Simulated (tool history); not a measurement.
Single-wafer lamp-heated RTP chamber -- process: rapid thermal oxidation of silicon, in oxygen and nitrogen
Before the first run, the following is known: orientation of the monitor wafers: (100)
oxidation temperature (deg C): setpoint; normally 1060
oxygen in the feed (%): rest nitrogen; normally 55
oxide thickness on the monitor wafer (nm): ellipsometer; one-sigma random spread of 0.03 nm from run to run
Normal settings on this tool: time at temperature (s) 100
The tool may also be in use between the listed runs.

| run | hour | oxidation temperature (deg C) | time at temperature (s) | oxygen in the feed (%) | read-back reference wafer on the same gauge, thickness | oxide thickness on the monitor wafer (nm) |
|---|---|---|---|---|---|---|
| 1 | 0 | 1060 | 100 | 55 | 8.502 | 9.563 |
| 2 | 22.8 | 1060 | 100 | 55 | 8.507 | 9.599 |
|  | 38 | pyrometer window cleaned and pyrometer calibrated |
| 3 | 40.9 | 1060 | 100 | 55 | 8.497 | 9.344 |
| 4 | 60.1 | 1069 | 100 | 66 | 8.497 | 10.664 |
| 5 | 74.9 | 1069 | 100 | 66 | 8.495 | 10.671 |
| 6 | 87 | 1069 | 100 | 66 | 8.5 | 10.673 |
| 7 | 108.6 | 1070 | 138 | 55 | 8.507 | 11.749 |
| 8 | 135.8 | 1070 | 138 | 55 | 8.511 | 11.78 |
| 9 | 176.9 | 1060 | 100 | 55 | 8.501 | 9.556 |
|  | 204.5 | pyrometer window cleaned and pyrometer calibrated |
| 10 | 205 | 1060 | 100 | 55 | 8.493 | 9.361 |
| 11 | 236.3 | 1060 | 100 | 55 | 8.502 | 9.375 |
|  | 244.9 | oxygen flow controller replaced |
| 12 | 256.1 | 1043 | 100 | 76 | 8.505 | 9.4 |
|  | 257.3 | gauge calibrated |
| 13 | 290.6 | 1060 | 56 | 78 | 8.502 | 8.271 |
| 14 | 310.9 | 1060 | 100 | 55 | 8.494 | 9.516 |
| 15 | 325.5 | 1060 | 100 | 55 | 8.5 | 9.552 |
| 16 | 341.6 | 1072 | 100 | 26 | 8.495 | 7.974 |
|  | 353.4 | pyrometer window cleaned and pyrometer calibrated |
| 17 | 372.4 | 1060 | 100 | 55 | 8.501 | 9.363 |
| 18 | 399.3 | 1080 | 100 | 72 | 8.509 | 11.774 |
| 19 | 416.9 | 1060 | 56 | 78 | 8.496 | 8.192 |
| 20 | 448.2 | 1034 | 74 | 70 | 8.508 | 7.511 |
| 21 | 464.7 | 1060 | 100 | 84 | 8.493 | 11.035 |
| 22 | 497.3 | 1087 | 121 | 64 | 8.499 | 13.186 |
|  | 507.6 | pyrometer window cleaned and pyrometer calibrated |
| 23 | 526.4 | 1071 | 54 | 28 | 8.495 | 5.988 |

Alternative continuations, all from the tool just after run 23; predict every row:
| A | 526.8 | 1060 | 100 | 55 | ? | ? |
| B | 526.8 | 1060 | 83 | 55 | ? | ? |
| C | 526.8 | 1086 | 132 | 41 | ? | ? |
| D | 526.8 | 1039 | 100 | 55 | ? | ? |
| E | 526.8 | 1076 | 100 | 42 | ? | ? |

| run | read-back reference wafer on the same gauge, thickness | oxide thickness on the monitor wafer (nm) |
|---|---|---|
| A | 8.497 | 9.374 |
| B | 8.497 | 8.616 |
| C | 8.497 | 11.361 |
| D | 8.497 | 8.118 |
| E | 8.497 | 9.463 |
With the hidden condition removed and each run's random variation left untouched, the same runs would have given:
| run | oxide thickness on the monitor wafer (nm) |
|---|---|
| A | 9.305 |
| B | 8.553 |
| C | 11.281 |
| D | 8.057 |
| E | 9.395 |

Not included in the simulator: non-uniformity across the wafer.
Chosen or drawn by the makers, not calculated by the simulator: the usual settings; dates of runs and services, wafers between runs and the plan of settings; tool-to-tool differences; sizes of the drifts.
